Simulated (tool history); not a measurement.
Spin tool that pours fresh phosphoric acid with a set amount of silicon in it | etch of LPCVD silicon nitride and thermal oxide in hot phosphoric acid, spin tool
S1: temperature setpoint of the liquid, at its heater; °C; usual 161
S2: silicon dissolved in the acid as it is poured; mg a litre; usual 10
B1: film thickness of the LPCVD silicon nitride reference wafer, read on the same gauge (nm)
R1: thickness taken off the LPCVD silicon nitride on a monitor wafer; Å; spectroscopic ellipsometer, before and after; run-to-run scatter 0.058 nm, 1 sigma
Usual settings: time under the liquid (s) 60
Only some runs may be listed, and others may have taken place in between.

run 1 hour=0 | S1=161 S2=10 time_under_the_liquid_(s)=60 | B1=120.01 | R1=52.5
run 2 hour=33.3 | S1=161 S2=10 time_under_the_liquid_(s)=60 | B1=119.99 | R1=52.6
run 3 hour=54.8 | S1=161 S2=15.5 time_under_the_liquid_(s)=60 | B1=120.01 | R1=53.3
run 4 hour=73.9 | S1=159.5 S2=6 time_under_the_liquid_(s)=45 | B1=120 | R1=37.6
run 5 hour=92.4 | S1=161 S2=10 time_under_the_liquid_(s)=60 | B1=120 | R1=52.9
run 6 hour=121.9 | S1=161 S2=15 time_under_the_liquid_(s)=60 | B1=120.02 | R1=53.7
run 7 hour=140 | S1=161 S2=10 time_under_the_liquid_(s)=60 | B1=119.98 | R1=52.1
-- hour=141.3 dissolved silicon flow meter replaced
run 8 hour=170.8 | S1=158.5 S2=6.5 time_under_the_liquid_(s)=40 | B1=120 | R1=31.4
run 9 hour=195.5 | S1=161 S2=12 time_under_the_liquid_(s)=60 | B1=119.99 | R1=52.8
run 10 hour=221.8 | S1=161 S2=10 time_under_the_liquid_(s)=60 | B1=119.99 | R1=52
run 11 hour=236.3 | S1=161 S2=15 time_under_the_liquid_(s)=45 | B1=120 | R1=39.3
run 12 hour=267.6 | S1=161 S2=10 time_under_the_liquid_(s)=90 | B1=119.97 | R1=79.6
-- hour=270.1 heated supply line repaired
run 13 hour=288.2 | S1=161 S2=3 time_under_the_liquid_(s)=45 | B1=120 | R1=45.8
run 14 hour=300.6 | S1=159 S2=5 time_under_the_liquid_(s)=70 | B1=120 | R1=65.5
-- hour=311 thermometer replaced
run 15 hour=333.1 | S1=164 S2=10 time_under_the_liquid_(s)=60 | B1=120 | R1=66.3
run 16 hour=354.4 | S1=161 S2=10 time_under_the_liquid_(s)=60 | B1=120.02 | R1=61.6
run 17 hour=378.5 | S1=162 S2=10 time_under_the_liquid_(s)=45 | B1=119.99 | R1=47.1
run 18 hour=406.1 | S1=161 S2=10 time_under_the_liquid_(s)=25 | B1=120.01 | R1=25.5
run 19 hour=440.6 | S1=161 S2=10 time_under_the_liquid_(s)=60 | B1=119.98 | R1=60.2
run 20 hour=464.2 | S1=159.5 S2=2 time_under_the_liquid_(s)=40 | B1=120.02 | R1=38.6
run 21 hour=499 | S1=161 S2=4.5 time_under_the_liquid_(s)=45 | B1=119.99 | R1=45.2
run 22 hour=530.3 | S1=163.5 S2=17 time_under_the_liquid_(s)=75 | B1=120.02 | R1=80.7

Branching from run 22: 4 alternative next runs. What would each branch give?
run A hour=530.7 | S1=162 S2=10 time_under_the_liquid_(s)=60 | B1=? | R1=?
run B hour=530.7 | S1=162 S2=3 time_under_the_liquid_(s)=95 | B1=? | R1=?
run C hour=530.7 | S1=159.5 S2=17.5 time_under_the_liquid_(s)=85 | B1=? | R1=?
run D hour=530.7 | S1=163 S2=10 time_under_the_liquid_(s)=40 | B1=? | R1=?

run=A B1=120 R1=62.8
run=B B1=120 R1=99.4
run=C B1=120 R1=81.8
run=D B1=120 R1=43.3
Take away the tool's hidden state, keep each run's random variation, and the runs would have read:
run=A R1=63.9
run=B R1=101.1
run=C R1=83.2
run=D R1=44
